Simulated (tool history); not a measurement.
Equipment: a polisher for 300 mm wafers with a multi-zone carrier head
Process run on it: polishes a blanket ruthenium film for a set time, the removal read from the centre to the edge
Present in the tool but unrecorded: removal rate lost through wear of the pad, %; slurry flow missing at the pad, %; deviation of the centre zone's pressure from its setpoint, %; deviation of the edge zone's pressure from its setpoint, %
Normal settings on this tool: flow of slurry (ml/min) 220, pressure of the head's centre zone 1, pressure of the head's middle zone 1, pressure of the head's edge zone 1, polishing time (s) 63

run    hour  flow of slurry (ml/min)  pressure of the head's centre zone  pressure of the head's middle zone  pressure of the head's edge zone  polishing time (s)  wafers since the last listed run  wafers polished on this pad  hours since the slurry nozzle was cleaned  hours since the centre zone pressure was calibrated  hours since the edge zone pressure was calibrated  hours since the carrier head's membrane was replaced  incoming thickness of the incoming film, nm  film removed at the wafer's centre (Å)  film removed at mid-radius (Å)  film removed at the wafer's edge (Å)
  1       0                      220                                   1                                   1                                 1                  63                                 0                         1602                                      358.4                                                334.2                                              676.4                                                 424.5                                          601                                     393                             386                                   380
  2    49.5                      220                                   1                                   1                                 1                  54                               300                         1903                                      407.9                                                383.7                                              725.9                                                   474                                        587.2                                     338                             323                                   320
  3    96.9                      220                                   1                                0.89                              1.06                  45                               288                         2191                                      455.3                                                431.1                                              773.3                                                 521.4                                        602.4                                     272                             240                                   269
      133.3  -- worn pad replaced by a new one
  4     150                      200                                1.03                                   1                                 1                  63                               298                          101                                      508.4                                                484.2                                              826.4                                                 574.5                                        591.1                                     416                             388                                   388
  5     189                      170                                   1                                   1                              0.89                  73                               237                          338                                      547.4                                                523.2                                              865.4                                                 613.5                                        590.2                                     462                             438                                   416
      191.3  -- edge zone pressure recalibrated
  6   221.2                      280                                   1                                0.88                              0.96                  69                               183                          522                                      579.6                                                555.4                                               29.9                                                 645.7                                        587.2                                     467                             405                                   431
      237.9  -- slurry nozzle cleaned
  7   291.3                      220                                0.92                                   1                                 1                  53                               420                          942                                       53.4                                                625.5                                                100                                                 715.8                                        597.9                                     319                             326                                   330
  8   321.2                      220                                   1                                   1                                 1                  63                               181                         1124                                       83.3                                                655.4                                              129.9                                                 745.7                                        580.2                                     412                             391                                   387
      353.9  -- carrier head's membrane replaced by a new one
  9   376.9                      220                                0.88                                   1                               1.1                  51                               308                         1432                                        139                                                711.1                                              185.6                                                    23                                        590.6                                     290                             311                                   319
 10   401.8                      165                                   1                                 0.9                                 1                  63                               151                         1583                                      163.9                                                  736                                              210.5                                                  47.9                                          586                                     381                             334                                   365
 11   431.1                      255                                   1                                 0.9                                 1                  63                               178                         1762                                      193.2                                                765.3                                              239.8                                                  77.2                                        578.8                                     410                             352                                   379
 12   470.2                      220                                   1                                1.09                              1.07                  75                               237                         1999                                      232.3                                                804.4                                              278.9                                                 116.3                                        593.5                                     483                             470                                   454
 13   536.7                      220                                   1                                   1                                 1                  63                               404                         2404                                      298.8                                                870.9                                              345.4                                                 182.8                                          593                                     382                             362                                   361
 14   588.4                      280                                   1                                0.88                              0.96                  69                               314                         2718                                      350.5                                                922.6                                              397.1                                                 234.5                                        594.1                                     430                             359                                   380
 15   636.1                      220                                 1.1                                   1                              1.05                  71                               290                         3008                                      398.2                                                970.3                                              444.8                                                 282.2                                        588.4                                     468                             381                                   388
      668.1  -- worn pad replaced by a new one
 16   720.7                      220                                1.06                                1.11                                 1                  51                               490                          319                                      482.8                                               1054.9                                              529.4                                                 366.8                                        600.3                                     374                             340                                   315
      733.2  -- centre zone pressure recalibrated
 17   790.5                      220                                1.06                                   1                                 1                  63                               412                          731                                      552.6                                                 57.3                                              599.2                                                 436.6                                        580.6                                     415                             384                                   379
 18   820.1                      220                                1.05                                   1                                 1                  72                               179                          911                                      582.2                                                 86.9                                              628.8                                                 466.2                                        582.3                                     454                             443                                   432
      842.9  -- slurry nozzle cleaned
 19   870.7                      220                                   1                                   1                                 1                  63                               301                         1213                                       27.8                                                137.5                                              679.4                                                 516.8                                        593.8                                     389                             383                                   379
 20   917.8                      200                                   1                                   1                                 1                  63                               286                         1499                                       74.9                                                184.6                                              726.5                                                 563.9                                        590.5                                     375                             371                                   364
 21   968.1                      220                                   1                                   1                                 1                  77                               305                         1805                                      125.2                                                234.9                                              776.8                                                 614.2                                        596.2                                     447                             454                                   451
 22  1009.8                      220                                0.96                                   1                                 1                  44                               253                         2058                                      166.9                                                276.6                                              818.5                                                 655.9                                        599.8                                     246                             257                                   252
 23  1056.2                      220                                0.94                                0.95                                 1                  63                               282                         2341                                      213.3                                                  323                                              864.9                                                 702.3                                        597.2                                     343                             344                                   356

Entry by entry between the runs, the difference in hidden state between the last listed run before and the first listed run after:
Logged between run 3 and run 4: worn pad replaced by a new one (hour 133.3)
  removal rate lost through wear of the pad, %: 7.22 -> 0.266; deviation of the centre zone's pressure from its setpoint, %: 2.14 -> 2.6
  what was measured, less what the result would be without the hidden state, film removed at the wafer's centre (Å): -15 -> +10; film removed at mid-radius (Å): -19 -> -1; film removed at the wafer's edge (Å): -21 -> -1
Logged between run 5 and run 6: edge zone pressure recalibrated (hour 191.3)
  removal rate lost through wear of the pad, %: 0.422 -> 0.678; deviation of the centre zone's pressure from its setpoint, %: 2.97 -> 3.3
  what was measured, less what the result would be without the hidden state, film removed at the wafer's centre (Å): +12 -> +12; film removed at mid-radius (Å): -2 -> -3; film removed at the wafer's edge (Å): -2 -> -3
Logged between run 6 and run 7: slurry nozzle cleaned (hour 237.9)
  removal rate lost through wear of the pad, %: 0.678 -> 1.63; deviation of the centre zone's pressure from its setpoint, %: 3.3 -> 4.08
  what was measured, less what the result would be without the hidden state, film removed at the wafer's centre (Å): +12 -> +8; film removed at mid-radius (Å): -3 -> -6; film removed at the wafer's edge (Å): -3 -> -5
Logged between run 8 and run 9: carrier head's membrane replaced by a new one (hour 353.9)
  removal rate lost through wear of the pad, %: 2.2 -> 3.53; deviation of the centre zone's pressure from its setpoint, %: 4.45 -> 5.17
  what was measured, less what the result would be without the hidden state, film removed at the wafer's centre (Å): +9 -> +5; film removed at mid-radius (Å): -9 -> -11; film removed at the wafer's edge (Å): -9 -> -12
Logged between run 15 and run 16: worn pad replaced by a new one (hour 668.1)
  removal rate lost through wear of the pad, %: 14.2 -> 1.19; deviation of the centre zone's pressure from its setpoint, %: 9.3 -> 10.9
  what was measured, less what the result would be without the hidden state, film removed at the wafer's centre (Å): -31 -> +32; film removed at mid-radius (Å): -64 -> -5; film removed at the wafer's edge (Å): -64 -> -4
Logged between run 16 and run 17: centre zone pressure recalibrated (hour 733.2)
  removal rate lost through wear of the pad, %: 1.19 -> 1.86; deviation of the centre zone's pressure from its setpoint, %: 10.9 -> -1.18
  what was measured, less what the result would be without the hidden state, film removed at the wafer's centre (Å): +32 -> -12; film removed at mid-radius (Å): -5 -> -7; film removed at the wafer's edge (Å): -4 -> -7
Logged between run 18 and run 19: slurry nozzle cleaned (hour 842.9)
  removal rate lost through wear of the pad, %: 2.31 -> 3.3; deviation of the centre zone's pressure from its setpoint, %: -1.14 -> -1.03
  what was measured, less what the result would be without the hidden state, film removed at the wafer's centre (Å): -16 -> -17; film removed at mid-radius (Å): -10 -> -13; film removed at the wafer's edge (Å): -10 -> -13

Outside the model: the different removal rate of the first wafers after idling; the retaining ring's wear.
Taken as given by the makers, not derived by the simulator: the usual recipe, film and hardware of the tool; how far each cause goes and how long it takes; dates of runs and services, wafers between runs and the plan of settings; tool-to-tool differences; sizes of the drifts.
